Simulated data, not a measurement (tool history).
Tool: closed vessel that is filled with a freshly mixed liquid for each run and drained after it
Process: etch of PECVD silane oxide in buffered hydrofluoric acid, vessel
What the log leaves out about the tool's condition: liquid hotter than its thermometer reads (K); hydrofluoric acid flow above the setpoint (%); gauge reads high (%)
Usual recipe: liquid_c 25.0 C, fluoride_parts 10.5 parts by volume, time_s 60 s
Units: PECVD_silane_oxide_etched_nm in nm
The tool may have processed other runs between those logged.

run     day  liquid_c  fluoride_parts  time_s  wafers since the last listed run  hours since the thermometer was replaced  hours since the hydrofluoric acid flow meter was replaced  hours since the gauge calibration  read-back film thickness of the PECVD silane oxide reference wafer, read on the same gauge (nm)  PECVD_silane_oxide_etched_nm
  1   0.000      25.0            10.5      60                                 0                                    1087.5                                                     1402.1                              105.9                                                                                           150.03                        134.83
  2   1.712      24.0            10.5      85                              3689                                    1128.6                                                     1443.2                              147.0                                                                                           150.00                        184.00
  3   3.779      24.0            10.5      85                              4452                                    1178.2                                                     1492.8                              196.6                                                                                           150.05                        183.77
  4   6.167      24.0            10.5      85                              5143                                    1235.5                                                     1550.1                              253.9                                                                                           150.01                        182.14
  5   9.133      25.0            10.5      60                              6391                                    1306.7                                                     1621.3                              325.1                                                                                           149.94                        135.24
  6  10.629      25.0            10.5      60                              3222                                    1342.6                                                     1657.2                              361.0                                                                                           150.02                        133.38
  7  11.846      25.0            10.5      60                              2621                                    1371.8                                                     1686.4                              390.2                                                                                           150.01                        137.18
  8  13.642      25.0            10.5      60                              3869                                    1414.9                                                     1729.5                              433.3                                                                                           150.00                        137.99
  9  15.467      25.0            10.5      60                              3932                                    1458.7                                                     1773.3                              477.1                                                                                           150.03                        136.10
 10  18.179      25.0            10.5      60                              5844                                    1523.8                                                     1838.4                              542.2                                                                                           150.03                        138.78
 11  19.867      25.0            10.5      60                              3635                                    1564.3                                                     1878.9                              582.7                                                                                           149.98                        137.05
 12  21.429      25.0            10.5      60                              3366                                    1601.8                                                     1916.4                              620.2                                                                                           149.96                        136.96
 13  24.108      27.5            10.5      60                              5772                                    1666.1                                                     1980.7                              684.5                                                                                           150.02                        154.98
 14  25.321      27.5            10.5      60                              2612                                    1695.2                                                     2009.8                              713.6                                                                                           149.98                        156.50
 15  28.254      27.5            10.5      60                              6319                                    1765.6                                                     2080.2                              784.0                                                                                           149.99                        154.84
 16  35.412      25.0            10.5      60                             15422                                    1937.4                                                     2252.0                              955.8                                                                                           149.96                        135.44
 17  38.175      23.0             7.5      80                              5951                                    2003.7                                                     2318.3                             1022.1                                                                                           150.02                        220.25
 18  40.967      25.0            10.5      60                              6014                                    2070.7                                                     2385.3                             1089.1                                                                                           149.99                        136.38
 19  42.042      23.5            12.5      45                              2316                                    2096.5                                                     2411.1                             1114.9                                                                                           149.94                         79.13
 20  43.442      25.0            10.5      60                              3016                                    2130.1                                                     2444.7                             1148.5                                                                                           150.01                        136.37
 21  45.829      23.0             7.5      80                              5143                                    2187.4                                                     2502.0                             1205.8                                                                                           149.98                        219.18
 22  47.650      27.5             7.0      45                              3923                                    2231.1                                                     2545.7                             1249.5                                                                                           150.00                        171.63
     49.000  -- gauge calibrated
 23  49.083      22.5             9.5      60                              3088                                    2265.5                                                     2580.1                                2.0                                                                                           150.01                        130.70
     50.325  -- thermometer replaced
 24  50.467      30.0             8.0      45                              2890                                       3.4                                                     2613.3                               35.2                                                                                           149.98                        170.86
     52.967  -- hydrofluoric acid flow meter replaced
 25  53.179      25.0            10.5      60                              5754                                      68.5                                                        5.1                              100.3                                                                                           149.97                        136.35
 26  55.675      23.5            12.0      60                              5377                                     128.4                                                       65.0                              160.2                                                                                           150.03                        110.87
 27  59.204      25.0             9.0      60                              7603                                     213.1                                                      149.7                              244.9                                                                                           149.95                        152.47
 28  61.221      27.0            10.5      35                              4344                                     261.5                                                      198.1                              293.3                                                                                           149.97                         89.18
 29  62.571      25.0            10.5      30                              2908                                     293.9                                                      230.5                              325.7                                                                                           149.99                         67.99
 30  64.992      23.5            10.5      40                              5215                                     352.0                                                      288.6                              383.8                                                                                           150.01                         83.17
 31  67.504      27.5             7.0      60                              5413                                     412.3                                                      348.9                              444.1                                                                                           149.98                        227.11
 32  68.604      25.0            10.5      60                              2369                                     438.7                                                      375.3                              470.5                                                                                           149.98                        134.28

3 options for the next run, each taken on its own from the tool as it stands now. Forecast them:
  A  68.633      28.0            10.5      60                                62                                     439.4                                                      376.0                              471.2                                                                                                ?                             ?
  B  68.633      21.5             7.5      45                                62                                     439.4                                                      376.0                              471.2                                                                                                ?                             ?
  C  68.633      25.0            10.5      90                                62                                     439.4                                                      376.0                              471.2                                                                                                ?                             ?

run  read-back film thickness of the PECVD silane oxide reference wafer, read on the same gauge (nm)  PECVD_silane_oxide_etched_nm
  A                                                                                           150.02                        161.95
  B                                                                                           150.02                        116.55
  C                                                                                           150.02                        206.81
What these runs would have given with no unlogged condition in the tool:
run  PECVD_silane_oxide_etched_nm
  A                        161.95
  B                        116.55
  C                        206.81

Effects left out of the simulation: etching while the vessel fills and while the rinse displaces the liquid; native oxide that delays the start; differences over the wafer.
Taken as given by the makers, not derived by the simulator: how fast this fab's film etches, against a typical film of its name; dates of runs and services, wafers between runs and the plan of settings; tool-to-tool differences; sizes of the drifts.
